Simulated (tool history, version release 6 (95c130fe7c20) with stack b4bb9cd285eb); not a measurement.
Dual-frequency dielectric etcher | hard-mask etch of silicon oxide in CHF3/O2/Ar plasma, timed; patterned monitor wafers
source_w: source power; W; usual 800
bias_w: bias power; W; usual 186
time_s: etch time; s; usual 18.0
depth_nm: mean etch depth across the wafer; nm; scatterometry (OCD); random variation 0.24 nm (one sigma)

run,hour,source_w,bias_w,time_s,wafers since the last listed run,hours since the last wet clean,hours since the last source power generator calibration,hours since the last bias power generator calibration,hours since the last upper electrode change,hours since the gauge calibration,"read-back reference wafer on the same gauge, depth_nm",depth_nm
1,0.0,800,186,18.0,0,373.7,2056.2,2671.0,5388.4,2973.8,34.09,39.30
2,101.4,800,186,18.0,2198,475.1,2157.6,2772.4,5489.8,3075.2,34.07,39.53
# hour 177.4: wet clean of the chamber
3,194.3,800,154,18.0,1493,16.9,2250.5,2865.3,5582.7,3168.1,34.09,36.28
# hour 255.8: gauge calibrated
# hour 274.5: upper electrode replaced
4,275.0,800,154,18.0,1229,97.6,2331.2,2946.0,0.5,19.2,34.09,36.49
5,358.9,800,186,18.0,1819,181.5,2415.1,3029.9,84.4,103.1,34.14,38.93
6,401.7,800,186,18.0,927,224.3,2457.9,3072.7,127.2,145.9,34.06,39.02
7,502.9,740,186,16.5,2194,325.5,2559.1,3173.9,228.4,247.1,34.05,34.49
8,564.1,740,186,16.5,1326,386.7,2620.3,3235.1,289.6,308.3,34.08,34.69
9,664.9,740,186,16.5,2185,487.5,2721.1,3335.9,390.4,409.1,34.10,34.24
10,726.6,880,186,21.5,1337,549.2,2782.8,3397.6,452.1,470.8,34.15,48.98
# hour 883.4: wet clean of the chamber
11,1014.2,800,211,18.0,5715,130.8,3070.4,3685.2,739.7,758.4,34.08,41.23
12,1085.1,800,186,18.0,1537,201.7,3141.3,3756.1,810.6,829.3,34.06,39.31
13,1150.3,800,186,18.0,1413,266.9,3206.5,3821.3,875.8,894.5,34.10,38.99
14,1187.2,800,186,18.0,800,303.8,3243.4,3858.2,912.7,931.4,34.00,39.22
15,1254.9,720,224,21.5,1467,371.5,3311.1,3925.9,980.4,999.1,34.04,48.33
16,1361.4,800,149,18.0,2309,478.0,3417.6,4032.4,1086.9,1105.6,34.15,35.85
# hour 1397.7: bias power generator calibrated
17,1438.5,980,186,15.0,1584,555.1,3494.7,40.8,1164.0,1182.7,34.10,36.62
# hour 1453.4: source power generator calibrated
# hour 1494.4: wet clean of the chamber
18,1532.2,800,186,18.0,1424,37.8,78.8,134.5,1257.7,1276.4,34.02,39.33
19,1613.9,800,158,18.0,1771,119.5,160.5,216.2,1339.4,1358.1,34.11,36.66
20,1688.1,800,186,18.0,1608,193.7,234.7,290.4,1413.6,1432.3,34.14,39.72
21,1785.9,640,210,16.5,2120,291.5,332.5,388.2,1511.4,1530.1,34.14,33.14
22,1882.2,980,162,14.0,2087,387.8,428.8,484.5,1607.7,1626.4,34.09,31.84
23,1948.6,650,149,18.0,1439,454.2,495.2,550.9,1674.1,1692.8,34.11,31.44
# hour 2064.9: wet clean of the chamber
24,2131.2,750,208,18.0,3438,66.3,677.8,733.5,1856.7,1875.4,34.10,39.83

The next listed run, before its measurement:
25,2185.7,860,157,22.0,1181,120.8,732.3,788.0,1911.2,1929.9,?,?

read-back reference wafer on the same gauge, depth_nm: 34.09
depth_nm: 46.80 nm
Without the tool's hidden state the same run would have given depth_nm 46.80 nm.
